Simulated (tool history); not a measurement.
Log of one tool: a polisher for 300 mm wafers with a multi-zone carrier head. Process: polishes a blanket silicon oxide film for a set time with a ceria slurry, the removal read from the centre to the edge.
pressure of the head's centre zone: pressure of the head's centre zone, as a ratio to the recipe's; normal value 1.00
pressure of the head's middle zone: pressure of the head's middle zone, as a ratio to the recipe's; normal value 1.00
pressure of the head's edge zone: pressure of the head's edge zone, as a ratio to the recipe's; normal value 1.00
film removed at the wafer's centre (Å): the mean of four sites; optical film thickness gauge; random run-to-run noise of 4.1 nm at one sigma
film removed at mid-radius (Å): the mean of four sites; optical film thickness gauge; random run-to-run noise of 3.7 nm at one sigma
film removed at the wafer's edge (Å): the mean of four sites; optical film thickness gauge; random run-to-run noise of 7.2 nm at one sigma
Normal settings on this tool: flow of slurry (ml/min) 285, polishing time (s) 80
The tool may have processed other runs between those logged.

run	hour	flow of slurry (ml/min)	pressure of the head's centre zone	pressure of the head's middle zone	pressure of the head's edge zone	polishing time (s)	incoming thickness of the incoming film, nm	film removed at the wafer's centre (Å)	film removed at mid-radius (Å)	film removed at the wafer's edge (Å)
1	0.0	285	0.97	1.00	1.00	80	1784.7	4488	4955	4733
# hour 4.5: worn pad replaced by a new one
2	15.1	285	1.00	1.00	1.03	80	1766.6	4562	5014	5036
3	28.3	285	1.00	1.00	1.03	80	1778.1	4588	4865	4874
4	41.1	285	1.00	1.00	1.00	69	1808.1	3955	4234	4137
5	56.2	285	1.00	1.00	1.00	80	1782.9	4632	4933	4981
6	71.1	285	1.00	1.00	1.00	80	1766.5	4513	4929	5031
# hour 81.4: centre zone pressure recalibrated
7	87.2	285	1.00	1.00	1.00	80	1780.1	4950	4904	4827
8	99.0	285	1.00	1.00	1.00	80	1772.5	4935	4952	4869
# hour 104.8: worn pad replaced by a new one
# hour 106.1: edge zone pressure recalibrated
9	107.3	320	1.09	1.00	1.00	80	1750.6	5493	4967	4847
# hour 123.7: carrier head's membrane replaced by a new one
10	124.2	320	1.09	1.00	1.00	80	1751.9	5323	4998	4959
11	138.0	285	1.12	0.96	1.00	108	1794.9	7405	6408	6453
12	149.2	285	1.00	1.00	1.00	80	1760.6	4846	4962	4876
# hour 153.3: slurry nozzle cleaned
13	156.9	285	1.00	1.00	1.00	102	1761.1	6220	6332	6276
14	170.6	285	1.00	1.00	1.00	80	1783.3	4937	5020	4906
15	179.4	285	1.00	1.00	1.03	80	1761.9	4863	4899	4928
16	191.2	320	1.09	1.00	1.00	80	1760.4	5301	4935	4970
# hour 195.9: worn pad replaced by a new one
17	204.3	285	1.00	1.08	1.00	80	1790.6	4835	5240	4818
18	212.5	285	1.00	0.94	0.96	70	1738.9	4229	4116	4202
19	223.7	285	1.04	1.03	1.03	80	1735.6	4958	5022	4780
20	233.9	205	1.05	0.96	1.00	87	1741.6	5234	5016	5344
21	245.1	215	1.00	1.00	1.00	65	1741.2	3750	3910	3894

Below, some changes in film removed at the wafer's centre (Å) between adjacent runs. For each, the amount present without the hidden state too (settings, incoming material, random variation) and the amount remaining for the hidden state with gauge scatter not shared by both compared results:
Unlogged tool condition in this case: removal rate lost through wear of the pad, %; slurry flow missing at the pad, %; deviation of the centre zone's pressure from its setpoint, %; deviation of the edge zone's pressure from its setpoint, %.
Run 6 -> 7: centre zone pressure recalibrated. film removed at the wafer's centre (Å) +437: hidden state +415, all else +22.
Run 10 -> 11: flow of slurry (ml/min) 320 -> 285, pressure of the head's centre zone 1.09 -> 1.12, pressure of the head's middle zone 1.00 -> 0.96, polishing time (s) 80 -> 108. film removed at the wafer's centre (Å) +2082: hidden state -87, all else +2169.
Run 11 -> 12: pressure of the head's centre zone 1.12 -> 1.00, pressure of the head's middle zone 0.96 -> 1.00, polishing time (s) 108 -> 80. film removed at the wafer's centre (Å) -2559: hidden state +54, all else -2613.

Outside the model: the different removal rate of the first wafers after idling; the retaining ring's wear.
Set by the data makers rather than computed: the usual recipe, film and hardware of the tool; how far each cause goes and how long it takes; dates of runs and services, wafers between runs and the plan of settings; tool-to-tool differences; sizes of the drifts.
